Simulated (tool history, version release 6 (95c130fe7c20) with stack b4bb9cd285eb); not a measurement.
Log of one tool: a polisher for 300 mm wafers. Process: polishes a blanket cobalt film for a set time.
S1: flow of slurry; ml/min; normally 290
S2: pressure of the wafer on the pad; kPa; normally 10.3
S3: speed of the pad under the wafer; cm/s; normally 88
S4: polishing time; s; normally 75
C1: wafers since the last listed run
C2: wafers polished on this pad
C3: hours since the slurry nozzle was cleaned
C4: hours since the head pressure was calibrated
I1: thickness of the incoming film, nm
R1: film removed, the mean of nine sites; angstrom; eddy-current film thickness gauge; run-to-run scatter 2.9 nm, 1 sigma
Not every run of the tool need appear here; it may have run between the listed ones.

| run | hour | S1 | S2 | S3 | S4 | C1 | C2 | C3 | C4 | I1 | R1 |
|---|---|---|---|---|---|---|---|---|---|---|---|
| 1 | 0 | 290 | 11.7 | 102 | 75 | 0 | 3462 | 114.4 | 472.3 | 1537.6 | 2806 |
| 2 | 57.6 | 290 | 11.7 | 102 | 75 | 503 | 3966 | 172 | 529.9 | 1525 | 2801 |
| 3 | 98.2 | 290 | 10.3 | 88 | 75 | 354 | 4321 | 212.6 | 570.5 | 1508.3 | 2203 |
|  | 154.4 | worn pad replaced by a new one |
| 4 | 169 | 290 | 10.3 | 88 | 75 | 583 | 127 | 283.4 | 641.3 | 1558.8 | 2125 |
|  | 203.5 | head pressure recalibrated |
| 5 | 258 | 290 | 10.3 | 88 | 75 | 760 | 887 | 372.4 | 54.5 | 1535 | 2369 |
| 6 | 349.7 | 290 | 10.3 | 88 | 75 | 801 | 1689 | 464.1 | 146.2 | 1538.2 | 2373 |
| 7 | 416.1 | 290 | 10.3 | 88 | 75 | 580 | 2269 | 530.5 | 212.6 | 1518.5 | 2353 |
|  | 438.6 | slurry nozzle cleaned |
| 8 | 506.5 | 290 | 12.4 | 88 | 75 | 781 | 3051 | 67.9 | 303 | 1539.4 | 2785 |
| 9 | 600.8 | 290 | 12.4 | 88 | 75 | 824 | 3875 | 162.2 | 397.3 | 1556.4 | 2707 |
| 10 | 668.4 | 290 | 12.4 | 88 | 75 | 590 | 4466 | 229.8 | 464.9 | 1538.3 | 2767 |
| 11 | 753.5 | 290 | 10.3 | 88 | 75 | 743 | 5210 | 314.9 | 550 | 1508.1 | 2214 |
|  | 775.3 | head pressure recalibrated |
| 12 | 791.6 | 290 | 10.3 | 88 | 75 | 315 | 5525 | 353 | 16.3 | 1526.4 | 2330 |
|  | 835 | worn pad replaced by a new one |
| 13 | 846.8 | 290 | 10.3 | 88 | 75 | 447 | 103 | 408.2 | 71.5 | 1506.4 | 2406 |
| 14 | 901.1 | 290 | 10.3 | 106 | 75 | 474 | 578 | 462.5 | 125.8 | 1503.7 | 2714 |
| 15 | 960.2 | 290 | 10.3 | 88 | 75 | 516 | 1094 | 521.6 | 184.9 | 1530.3 | 2396 |
| 16 | 1013.1 | 290 | 10.3 | 88 | 75 | 462 | 1557 | 574.5 | 237.8 | 1547.1 | 2342 |
|  | 1052.4 | slurry nozzle cleaned |
| 17 | 1091.8 | 290 | 10.3 | 88 | 75 | 679 | 2236 | 39.4 | 316.5 | 1512.4 | 2347 |
| 18 | 1173 | 290 | 9.7 | 88 | 75 | 709 | 2946 | 120.6 | 397.7 | 1528.6 | 2138 |
| 19 | 1230.7 | 290 | 12.4 | 110 | 75 | 504 | 3450 | 178.3 | 455.4 | 1520 | 3150 |
| 20 | 1275.7 | 210 | 12.4 | 74 | 58 | 393 | 3843 | 223.3 | 500.4 | 1516.4 | 1746 |
| 21 | 1338 | 230 | 10.3 | 88 | 57 | 544 | 4388 | 285.6 | 562.7 | 1518 | 1633 |
|  | 1412.3 | worn pad replaced by a new one |
| 22 | 1445.2 | 235 | 10.3 | 88 | 75 | 902 | 287 | 392.8 | 669.9 | 1514.8 | 2000 |
|  | 1456.8 | head pressure recalibrated |
| 23 | 1508.7 | 290 | 10.3 | 114 | 62 | 537 | 825 | 456.3 | 51.9 | 1531.7 | 2447 |
| 24 | 1589.8 | 290 | 10.3 | 88 | 75 | 708 | 1534 | 537.4 | 133 | 1530.1 | 2472 |
| 25 | 1660.1 | 290 | 10.3 | 98 | 100 | 614 | 2148 | 607.7 | 203.3 | 1509.3 | 3384 |
|  | 1707 | slurry nozzle cleaned |
| 26 | 1741.8 | 290 | 13.1 | 70 | 66 | 705 | 2854 | 34.8 | 285 | 1540 | 2292 |
| 27 | 1793.4 | 205 | 13.1 | 106 | 96 | 451 | 3305 | 86.4 | 336.6 | 1518.4 | 4156 |
| 28 | 1834.9 | 365 | 10.3 | 110 | 86 | 362 | 3668 | 127.9 | 378.1 | 1533.7 | 3179 |
| 29 | 1893.6 | 290 | 10.3 | 88 | 75 | 513 | 4181 | 186.6 | 436.8 | 1527.4 | 2269 |
| 30 | 1967.2 | 290 | 7.6 | 108 | 94 | 643 | 4824 | 260.2 | 510.4 | 1536.3 | 2314 |
| 31 | 2031 | 290 | 10.3 | 88 | 98 | 557 | 5382 | 324 | 574.2 | 1546.8 | 2864 |
|  | 2084.5 | worn pad replaced by a new one |
| 32 | 2085 | 290 | 11.7 | 102 | 75 | 437 | 4 | 378 | 628.2 | 1512.9 | 2745 |
|  | 2149.5 | head pressure recalibrated |
| 33 | 2153 | 230 | 10.3 | 88 | 75 | 576 | 580 | 446 | 3.5 | 1552.4 | 2368 |
| 34 | 2231 | 290 | 12.4 | 110 | 75 | 681 | 1262 | 524 | 81.5 | 1534.8 | 3408 |
|  | 2250.4 | slurry nozzle cleaned |
| 35 | 2298.2 | 335 | 10.3 | 88 | 75 | 578 | 1841 | 47.8 | 148.7 | 1503.7 | 2429 |
| 36 | 2386.1 | 290 | 10.3 | 78 | 51 | 768 | 2609 | 135.7 | 236.6 | 1495.1 | 1489 |
| 37 | 2542.7 | 360 | 10.3 | 66 | 75 | 1368 | 3978 | 292.3 | 393.2 | 1544.9 | 1958 |

What differs in the tool's unlogged condition from the final listed run ahead of each entry between runs to the first listed run following it?
Run 3 -> run 4: worn pad replaced by a new one (hour 154.4)
  deviation of the head's pressure from its setpoint, %: -8.84 -> -11.3
  measured less the result without the state, R1: -214 -> -271 angstrom
Run 4 -> run 5: head pressure recalibrated (hour 203.5)
  deviation of the head's pressure from its setpoint, %: -11.3 -> -0.345
  measured less the result without the state, R1: -271 -> -9 angstrom
Run 7 -> run 8: slurry nozzle cleaned (hour 438.6)
  deviation of the head's pressure from its setpoint, %: -1.56 -> -2.91
  measured less the result without the state, R1: -37 -> -83 angstrom
Run 11 -> run 12: head pressure recalibrated (hour 775.3)
  deviation of the head's pressure from its setpoint, %: -8.99 -> -0.516
  measured less the result without the state, R1: -219 -> -12 angstrom
Run 12 -> run 13: worn pad replaced by a new one (hour 835)
  deviation of the head's pressure from its setpoint, %: -0.516 -> -0.656
  measured less the result without the state, R1: -12 -> -16 angstrom
Run 16 -> run 17: slurry nozzle cleaned (hour 1052.4)
  deviation of the head's pressure from its setpoint, %: -2.14 -> -3.4
  measured less the result without the state, R1: -51 -> -82 angstrom
Run 21 -> run 22: worn pad replaced by a new one (hour 1412.3)
  deviation of the head's pressure from its setpoint, %: -9.65 -> -13.5
  measured less the result without the state, R1: -174 -> -311 angstrom
Run 22 -> run 23: head pressure recalibrated (hour 1456.8)
  deviation of the head's pressure from its setpoint, %: -13.5 -> 0.783
  measured less the result without the state, R1: -311 -> +19 angstrom
Run 25 -> run 26: slurry nozzle cleaned (hour 1707)
  deviation of the head's pressure from its setpoint, %: -0.332 -> -1.48
  measured less the result without the state, R1: -11 -> -35 angstrom
Run 31 -> run 32: worn pad replaced by a new one (hour 2084.5)
  deviation of the head's pressure from its setpoint, %: -8.65 -> -10.5
  measured less the result without the state, R1: -271 -> -323 angstrom
Run 32 -> run 33: head pressure recalibrated (hour 2149.5)
  deviation of the head's pressure from its setpoint, %: -10.5 -> -0.185
  measured less the result without the state, R1: -323 -> -4 angstrom
Run 34 -> run 35: slurry nozzle cleaned (hour 2250.4)
  deviation of the head's pressure from its setpoint, %: -0.376 -> -0.822
  measured less the result without the state, R1: -13 -> -20 angstrom

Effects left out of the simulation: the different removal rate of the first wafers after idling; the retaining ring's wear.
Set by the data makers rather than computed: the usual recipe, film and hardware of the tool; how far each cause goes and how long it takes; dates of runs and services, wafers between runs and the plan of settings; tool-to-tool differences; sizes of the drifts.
